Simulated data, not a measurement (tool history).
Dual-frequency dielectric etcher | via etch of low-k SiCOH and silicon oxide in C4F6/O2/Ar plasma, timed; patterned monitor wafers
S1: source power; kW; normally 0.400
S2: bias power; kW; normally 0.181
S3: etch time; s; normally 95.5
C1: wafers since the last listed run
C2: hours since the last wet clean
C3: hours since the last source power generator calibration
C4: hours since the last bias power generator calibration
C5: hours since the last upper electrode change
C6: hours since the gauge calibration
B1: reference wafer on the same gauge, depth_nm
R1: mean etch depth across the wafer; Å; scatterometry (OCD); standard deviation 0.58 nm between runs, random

run	hour	S1	S2	S3	C1	C2	C3	C4	C5	C6	B1	R1
1	0.0	0.400	0.181	73.0	0	340.7	3647.7	2700.3	6333.9	102.9	219.9	2103
2	24.8	0.400	0.181	95.5	271	365.5	3672.5	2725.1	6358.7	127.7	220.0	2750
3	49.8	0.400	0.181	95.5	273	390.5	3697.5	2750.1	6383.7	152.7	220.2	2758
4	64.1	0.400	0.181	95.5	156	404.8	3711.8	2764.4	6398.0	167.0	220.0	2755
# hour 100.4: wet clean of the chamber
5	100.9	0.400	0.181	95.5	140	0.5	3748.6	2801.2	6434.8	203.8	220.1	2715
6	115.4	0.400	0.181	95.5	158	15.0	3763.1	2815.7	6449.3	218.3	220.0	2717
7	150.5	0.400	0.181	95.5	384	50.1	3798.2	2850.8	6484.4	253.4	220.0	2717
# hour 188.3: source power generator calibrated
# hour 191.1: upper electrode replaced
8	191.6	0.320	0.181	95.5	375	91.2	3.3	2891.9	0.5	294.5	219.9	2565
9	203.1	0.430	0.181	79.5	125	102.7	14.8	2903.4	12.0	306.0	220.0	2322
10	218.7	0.370	0.181	109.0	170	118.3	30.4	2919.0	27.6	321.6	220.0	3047
# hour 222.9: gauge calibrated
# hour 234.6: bias power generator calibrated
11	248.1	0.310	0.198	86.0	278	147.7	59.8	13.5	57.0	25.2	219.9	2371
12	261.2	0.400	0.181	95.5	143	160.8	72.9	26.6	70.1	38.3	220.1	2732
13	286.7	0.400	0.181	95.5	279	186.3	98.4	52.1	95.6	63.8	219.9	2736
14	313.6	0.300	0.204	108.5	294	213.2	125.3	79.0	122.5	90.7	220.0	3025

Run by run, hidden condition taken away, random variation retained:
The tool's hidden condition here consists of: etch rate over this chamber's usual, %; source power that arrives over what is set, %; bias power that arrives over what is set, %; gauge reads high (%).
run	R1
1	2068
2	2701
3	2706
4	2701
5	2706
6	2706
7	2702
8	2546
9	2303
10	3021
11	2348
12	2703
13	2704
14	2986
